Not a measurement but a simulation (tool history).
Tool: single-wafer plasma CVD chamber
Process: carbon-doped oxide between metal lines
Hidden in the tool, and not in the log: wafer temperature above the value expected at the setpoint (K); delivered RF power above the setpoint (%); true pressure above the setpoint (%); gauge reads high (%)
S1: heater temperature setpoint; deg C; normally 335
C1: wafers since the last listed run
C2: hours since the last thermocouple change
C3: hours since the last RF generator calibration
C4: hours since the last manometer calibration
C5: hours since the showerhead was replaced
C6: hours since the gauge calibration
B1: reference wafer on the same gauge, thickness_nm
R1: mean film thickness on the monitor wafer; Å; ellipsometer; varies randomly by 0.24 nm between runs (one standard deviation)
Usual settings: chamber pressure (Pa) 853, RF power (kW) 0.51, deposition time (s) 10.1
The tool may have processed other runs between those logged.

{"run": 1, "hour": 0.0, "S1": 329, "chamber pressure (Pa)": 755, "RF power (kW)": 0.51, "deposition time (s)": 10.1, "C1": 0, "C2": 2661.2, "C3": 1342.8, "C4": 1305.8, "C5": 2891.4, "C6": 1150.6, "B1": 60.675, "R1": 582.76}
{"run": 2, "hour": 15.9, "S1": 335, "chamber pressure (Pa)": 853, "RF power (kW)": 0.51, "deposition time (s)": 10.1, "C1": 390, "C2": 2677.1, "C3": 1358.7, "C4": 1321.7, "C5": 2907.3, "C6": 1166.5, "B1": 60.714, "R1": 574.12}
{"run": 3, "hour": 46.7, "S1": 335, "chamber pressure (Pa)": 853, "RF power (kW)": 0.51, "deposition time (s)": 10.1, "C1": 756, "C2": 2707.9, "C3": 1389.5, "C4": 1352.5, "C5": 2938.1, "C6": 1197.3, "B1": 60.695, "R1": 576.59}
{"run": 4, "hour": 72.7, "S1": 335, "chamber pressure (Pa)": 853, "RF power (kW)": 0.51, "deposition time (s)": 10.1, "C1": 638, "C2": 2733.9, "C3": 1415.5, "C4": 1378.5, "C5": 2964.1, "C6": 1223.3, "B1": 60.707, "R1": 572.71}
{"run": 5, "hour": 93.8, "S1": 332, "chamber pressure (Pa)": 853, "RF power (kW)": 0.51, "deposition time (s)": 10.1, "C1": 518, "C2": 2755, "C3": 1436.6, "C4": 1399.6, "C5": 2985.2, "C6": 1244.4, "B1": 60.743, "R1": 578.91}
{"run": 6, "hour": 119.7, "S1": 332, "chamber pressure (Pa)": 853, "RF power (kW)": 0.51, "deposition time (s)": 10.1, "C1": 635, "C2": 2780.9, "C3": 1462.5, "C4": 1425.5, "C5": 3011.1, "C6": 1270.3, "B1": 60.726, "R1": 584.8}
{"run": 7, "hour": 131.9, "S1": 332, "chamber pressure (Pa)": 853, "RF power (kW)": 0.51, "deposition time (s)": 10.1, "C1": 299, "C2": 2793.1, "C3": 1474.7, "C4": 1437.7, "C5": 3023.3, "C6": 1282.5, "B1": 60.706, "R1": 580.49}
{"run": 8, "hour": 146.1, "S1": 330, "chamber pressure (Pa)": 853, "RF power (kW)": 0.51, "deposition time (s)": 10.1, "C1": 348, "C2": 2807.3, "C3": 1488.9, "C4": 1451.9, "C5": 3037.5, "C6": 1296.7, "B1": 60.694, "R1": 581.7}
{"hour": 168.8, "done": "gauge calibrated"}
{"run": 9, "hour": 172.3, "S1": 335, "chamber pressure (Pa)": 853, "RF power (kW)": 0.51, "deposition time (s)": 10.1, "C1": 643, "C2": 2833.5, "C3": 1515.1, "C4": 1478.1, "C5": 3063.7, "C6": 3.5, "B1": 60.684, "R1": 573.77}
{"run": 10, "hour": 199.8, "S1": 335, "chamber pressure (Pa)": 777, "RF power (kW)": 0.555, "deposition time (s)": 10.1, "C1": 675, "C2": 2861, "C3": 1542.6, "C4": 1505.6, "C5": 3091.2, "C6": 31, "B1": 60.729, "R1": 604.81}
{"run": 11, "hour": 227.8, "S1": 335, "chamber pressure (Pa)": 716, "RF power (kW)": 0.51, "deposition time (s)": 10.1, "C1": 687, "C2": 2889, "C3": 1570.6, "C4": 1533.6, "C5": 3119.2, "C6": 59, "B1": 60.683, "R1": 560.35}
{"hour": 241.1, "done": "showerhead replaced"}
{"hour": 245.3, "done": "RF generator calibrated"}
{"run": 12, "hour": 245.8, "S1": 335, "chamber pressure (Pa)": 853, "RF power (kW)": 0.51, "deposition time (s)": 10.1, "C1": 143, "C2": 2907, "C3": 0.5, "C4": 1551.6, "C5": 4.7, "C6": 77, "B1": 60.652, "R1": 614.89}
{"run": 13, "hour": 259.1, "S1": 335, "chamber pressure (Pa)": 853, "RF power (kW)": 0.445, "deposition time (s)": 10.1, "C1": 326, "C2": 2920.3, "C3": 13.8, "C4": 1564.9, "C5": 18, "C6": 90.3, "B1": 60.752, "R1": 541.18}
{"run": 14, "hour": 281.6, "S1": 326, "chamber pressure (Pa)": 853, "RF power (kW)": 0.59, "deposition time (s)": 10.1, "C1": 552, "C2": 2942.8, "C3": 36.3, "C4": 1587.4, "C5": 40.5, "C6": 112.8, "B1": 60.697, "R1": 706.14}
{"run": 15, "hour": 299.6, "S1": 346, "chamber pressure (Pa)": 1007, "RF power (kW)": 0.56, "deposition time (s)": 11.3, "C1": 441, "C2": 2960.8, "C3": 54.3, "C4": 1605.4, "C5": 58.5, "C6": 130.8, "B1": 60.698, "R1": 715.79}
{"run": 16, "hour": 320.7, "S1": 323, "chamber pressure (Pa)": 853, "RF power (kW)": 0.575, "deposition time (s)": 10.1, "C1": 518, "C2": 2981.9, "C3": 75.4, "C4": 1626.5, "C5": 79.6, "C6": 151.9, "B1": 60.682, "R1": 700.02}
{"run": 17, "hour": 334.0, "S1": 335, "chamber pressure (Pa)": 960, "RF power (kW)": 0.59, "deposition time (s)": 10.1, "C1": 326, "C2": 2995.2, "C3": 88.7, "C4": 1639.8, "C5": 92.9, "C6": 165.2, "B1": 60.721, "R1": 684.48}
{"run": 18, "hour": 361.8, "S1": 335, "chamber pressure (Pa)": 853, "RF power (kW)": 0.48, "deposition time (s)": 10.1, "C1": 682, "C2": 3023, "C3": 116.5, "C4": 1667.6, "C5": 120.7, "C6": 193, "B1": 60.68, "R1": 581.14}
{"hour": 376.0, "done": "thermocouple changed; heater temperature recalibrated"}
{"hour": 379.0, "done": "capacitance manometer re-zeroed and calibrated"}
{"run": 19, "hour": 384.1, "S1": 335, "chamber pressure (Pa)": 853, "RF power (kW)": 0.51, "deposition time (s)": 10.1, "C1": 278, "C2": 8.1, "C3": 138.8, "C4": 5.1, "C5": 143, "C6": 215.3, "B1": 60.751, "R1": 606.76}
{"run": 20, "hour": 411.4, "S1": 335, "chamber pressure (Pa)": 853, "RF power (kW)": 0.51, "deposition time (s)": 10.1, "C1": 670, "C2": 35.4, "C3": 166.1, "C4": 32.4, "C5": 170.3, "C6": 242.6, "B1": 60.651, "R1": 604.77}
{"run": 21, "hour": 424.1, "S1": 335, "chamber pressure (Pa)": 1001, "RF power (kW)": 0.55, "deposition time (s)": 10.1, "C1": 311, "C2": 48.1, "C3": 178.8, "C4": 45.1, "C5": 183, "C6": 255.3, "B1": 60.681, "R1": 649.31}
{"run": 22, "hour": 445.7, "S1": 322, "chamber pressure (Pa)": 853, "RF power (kW)": 0.51, "deposition time (s)": 10.1, "C1": 530, "C2": 69.7, "C3": 200.4, "C4": 66.7, "C5": 204.6, "C6": 276.9, "B1": 60.73, "R1": 639.32}
{"run": 23, "hour": 466.5, "S1": 339, "chamber pressure (Pa)": 1027, "RF power (kW)": 0.51, "deposition time (s)": 10.1, "C1": 510, "C2": 90.5, "C3": 221.2, "C4": 87.5, "C5": 225.4, "C6": 297.7, "B1": 60.686, "R1": 607.03}
{"run": 24, "hour": 486.8, "S1": 335, "chamber pressure (Pa)": 853, "RF power (kW)": 0.445, "deposition time (s)": 10.1, "C1": 498, "C2": 110.8, "C3": 241.5, "C4": 107.8, "C5": 245.7, "C6": 318, "B1": 60.659, "R1": 533.41}
{"run": 25, "hour": 502.9, "S1": 332, "chamber pressure (Pa)": 853, "RF power (kW)": 0.51, "deposition time (s)": 10.1, "C1": 395, "C2": 126.9, "C3": 257.6, "C4": 123.9, "C5": 261.8, "C6": 334.1, "B1": 60.728, "R1": 613.59}
{"run": 26, "hour": 526.2, "S1": 347, "chamber pressure (Pa)": 717, "RF power (kW)": 0.59, "deposition time (s)": 9.1, "C1": 572, "C2": 150.2, "C3": 280.9, "C4": 147.2, "C5": 285.1, "C6": 357.4, "B1": 60.728, "R1": 577.31}
{"run": 27, "hour": 551.3, "S1": 323, "chamber pressure (Pa)": 853, "RF power (kW)": 0.575, "deposition time (s)": 10.1, "C1": 616, "C2": 175.3, "C3": 306, "C4": 172.3, "C5": 310.2, "C6": 382.5, "B1": 60.725, "R1": 700.57}
{"run": 28, "hour": 581.0, "S1": 348, "chamber pressure (Pa)": 659, "RF power (kW)": 0.45, "deposition time (s)": 10.1, "C1": 729, "C2": 205, "C3": 335.7, "C4": 202, "C5": 339.9, "C6": 412.2, "B1": 60.702, "R1": 501.72}
{"run": 29, "hour": 606.0, "S1": 335, "chamber pressure (Pa)": 853, "RF power (kW)": 0.51, "deposition time (s)": 10.1, "C1": 613, "C2": 230, "C3": 360.7, "C4": 227, "C5": 364.9, "C6": 437.2, "B1": 60.671, "R1": 601.68}
{"run": 30, "hour": 626.7, "S1": 322, "chamber pressure (Pa)": 748, "RF power (kW)": 0.43, "deposition time (s)": 11.6, "C1": 508, "C2": 250.7, "C3": 381.4, "C4": 247.7, "C5": 385.6, "C6": 457.9, "B1": 60.675, "R1": 616.72}

State the hidden condition of the tool at each of the runs:
wafer temperature above the value expected at the setpoint (K): 0 on each run
true pressure above the setpoint (%): 0 on each run
gauge reads high (%): 0 on each run
H1: delivered RF power above the setpoint (%)
run=1 H1=-6.8
run=2 H1=-6.87
run=3 H1=-7
run=4 H1=-7.11
run=5 H1=-7.2
run=6 H1=-7.31
run=7 H1=-7.36
run=8 H1=-7.42
run=9 H1=-7.53
run=10 H1=-7.65
run=11 H1=-7.77
run=12 H1=-0.411
run=13 H1=-0.467
run=14 H1=-0.563
run=15 H1=-0.639
run=16 H1=-0.729
run=17 H1=-0.785
run=18 H1=-0.903
run=19 H1=-0.998
run=20 H1=-1.11
run=21 H1=-1.17
run=22 H1=-1.26
run=23 H1=-1.35
run=24 H1=-1.43
run=25 H1=-1.5
run=26 H1=-1.6
run=27 H1=-1.71
run=28 H1=-1.83
run=29 H1=-1.94
run=30 H1=-2.03
